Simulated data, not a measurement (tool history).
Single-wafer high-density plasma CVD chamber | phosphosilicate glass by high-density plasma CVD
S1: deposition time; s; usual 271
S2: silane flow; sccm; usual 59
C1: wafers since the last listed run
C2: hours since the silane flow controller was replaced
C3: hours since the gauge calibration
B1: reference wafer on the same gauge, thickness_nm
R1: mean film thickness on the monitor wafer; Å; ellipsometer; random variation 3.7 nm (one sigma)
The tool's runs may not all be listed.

Run 1, day 0.000: usual settings; C1 0; C2 4299.7; C3 1062.1; B1 1769.597. Result: R1 16575.96 Å.
Run 2, day 2.238: usual settings; C1 292; C2 4353.4; C3 1115.8; B1 1769.125. Result: R1 16474.38 Å.
Run 3, day 5.096: usual settings; C1 373; C2 4422.0; C3 1184.4; B1 1770.674. Result: R1 16521.54 Å.
Run 4, day 7.162: usual settings; C1 270; C2 4471.6; C3 1234.0; B1 1769.974. Result: R1 16549.09 Å.
Run 5, day 10.521: usual settings; C1 439; C2 4552.2; C3 1314.6; B1 1768.663. Result: R1 16436.23 Å.
Run 6, day 14.971: usual settings but S1 234 s; C1 582; C2 4659.0; C3 1421.4; B1 1770.377. Result: R1 14258.37 Å.
Run 7, day 18.108: usual settings but S1 234 s, S2 65 sccm; C1 410; C2 4734.3; C3 1496.7; B1 1769.893. Result: R1 15724.00 Å.
Run 8, day 19.738: usual settings; C1 213; C2 4773.4; C3 1535.8; B1 1769.272. Result: R1 16469.40 Å.
Run 9, day 21.729: usual settings; C1 260; C2 4821.2; C3 1583.6; B1 1770.497. Result: R1 16524.09 Å.
Run 10, day 24.312: usual settings; C1 337; C2 4883.2; C3 1645.6; B1 1769.742. Result: R1 16499.79 Å.
Run 11, day 27.879: usual settings but S2 56 sccm; C1 466; C2 4968.8; C3 1731.2; B1 1768.467. Result: R1 15644.45 Å.
Run 12, day 29.475: usual settings but S2 56 sccm; C1 208; C2 5007.1; C3 1769.5; B1 1768.814. Result: R1 15636.51 Å.
Run 13, day 33.892: usual settings but S2 56 sccm; C1 577; C2 5113.1; C3 1875.5; B1 1770.094. Result: R1 15695.86 Å.
Run 14, day 37.225: usual settings; C1 435; C2 5193.1; C3 1955.5; B1 1770.375. Result: R1 16566.81 Å.
Run 15, day 39.242: usual settings; C1 263; C2 5241.5; C3 2003.9; B1 1769.106. Result: R1 16518.51 Å.
Run 16, day 41.342: usual settings; C1 274; C2 5291.9; C3 2054.3; B1 1770.077. Result: R1 16469.75 Å.
At day 41.712: silane flow controller replaced.
Run 17, day 44.012: usual settings but S2 64 sccm; C1 305; C2 55.2; C3 2118.4; B1 1768.154. Result: R1 18591.96 Å.
Run 18, day 48.467: usual settings but S2 64 sccm; C1 582; C2 162.1; C3 2225.3; B1 1769.361. Result: R1 18534.05 Å.
Run 19, day 50.992: usual settings but S1 293 s, S2 48 sccm; C1 330; C2 222.7; C3 2285.9; B1 1770.483. Result: R1 14992.79 Å.
Run 20, day 53.788: usual settings but S1 231 s, S2 63 sccm; C1 365; C2 289.8; C3 2353.0; B1 1770.046. Result: R1 15548.79 Å.
At day 55.917: gauge calibrated.
Run 21, day 55.921: usual settings but S1 286 s, S2 66 sccm; C1 279; C2 341.0; C3 0.1; B1 1770.957. Result: R1 20149.79 Å.
Run 22, day 58.379: usual settings but S1 226 s, S2 47 sccm; C1 321; C2 400.0; C3 59.1; B1 1767.992. Result: R1 11303.17 Å.
Run 23, day 59.888: usual settings; C1 197; C2 436.2; C3 95.3; B1 1768.655. Result: R1 17024.96 Å.
Run 24, day 61.988: usual settings; C1 274; C2 486.6; C3 145.7; B1 1771.109. Result: R1 16945.81 Å.
Run 25, day 64.750: usual settings; C1 361; C2 552.9; C3 212.0; B1 1768.784. Result: R1 17060.89 Å.
Run 26, day 68.192: usual settings but S2 54 sccm; C1 450; C2 635.5; C3 294.6; B1 1767.822. Result: R1 15550.38 Å.
Run 27, day 71.062: usual settings but S1 228 s, S2 70 sccm; C1 375; C2 704.4; C3 363.5; B1 1769.191. Result: R1 16928.36 Å.
Run 28, day 73.850: usual settings; C1 364; C2 771.3; C3 430.4; B1 1768.943. Result: R1 16901.77 Å.
Run 29, day 77.775: usual settings but S1 285 s; C1 513; C2 865.5; C3 524.6; B1 1770.313. Result: R1 17690.29 Å.
Run 30, day 90.121: usual settings but S1 250 s; C1 1614; C2 1161.8; C3 820.9; B1 1770.796. Result: R1 15587.53 Å.
Run 31, day 94.117: usual settings but S1 296 s, S2 51 sccm; C1 522; C2 1257.7; C3 916.8; B1 1769.904. Result: R1 15906.13 Å.
Run 32, day 96.467: usual settings; C1 307; C2 1314.1; C3 973.2; B1 1769.379. Result: R1 16839.94 Å.
Run 33, day 98.183: usual settings but S1 250 s, S2 62 sccm; C1 224; C2 1355.3; C3 1014.4; B1 1769.957. Result: R1 16317.65 Å.
Run 34, day 100.338: usual settings but S1 305 s, S2 65 sccm; C1 281; C2 1407.0; C3 1066.1; B1 1770.419. Result: R1 20808.30 Å.
Run 35, day 104.433: usual settings but S1 231 s; C1 535; C2 1505.3; C3 1164.4; B1 1770.334. Result: R1 14298.22 Å.
Run 36, day 107.129: usual settings; C1 352; C2 1570.0; C3 1229.1; B1 1772.107. Result: R1 16803.97 Å.
Run 37, day 109.612: usual settings but S1 321 s, S2 68 sccm; C1 324; C2 1629.6; C3 1288.7; B1 1769.741. Result: R1 22900.21 Å.

Measured less the same run without the tool's hidden state. The same run-to-run variation is in both; the gauge's scatter may not be:
The hidden state here: delivered silane flow above the setpoint (%); gauge reads high (%).
run       R1
  1  -630.11
  2  -627.66
  3  -631.21
  4  -633.47
  5  -631.05
  6  -549.48
  7  -607.47
  8  -637.07
  9  -640.13
 10  -640.38
 11  -608.66
 12  -608.99
 13  -613.00
 14  -648.28
 15  -647.14
 16  -645.98
 17   -13.66
 18   -53.13
 19   -60.24
 20   -81.58
 21  -123.99
 22   -80.98
 23  -132.25
 24  -145.52
 25  -164.28
 26  -169.06
 27  -200.83
 28  -216.14
 29  -248.20
 30  -273.04
 31  -294.58
 32  -321.36
 33  -317.93
 34  -415.58
 35  -298.26
 36  -359.88
 37  -501.75
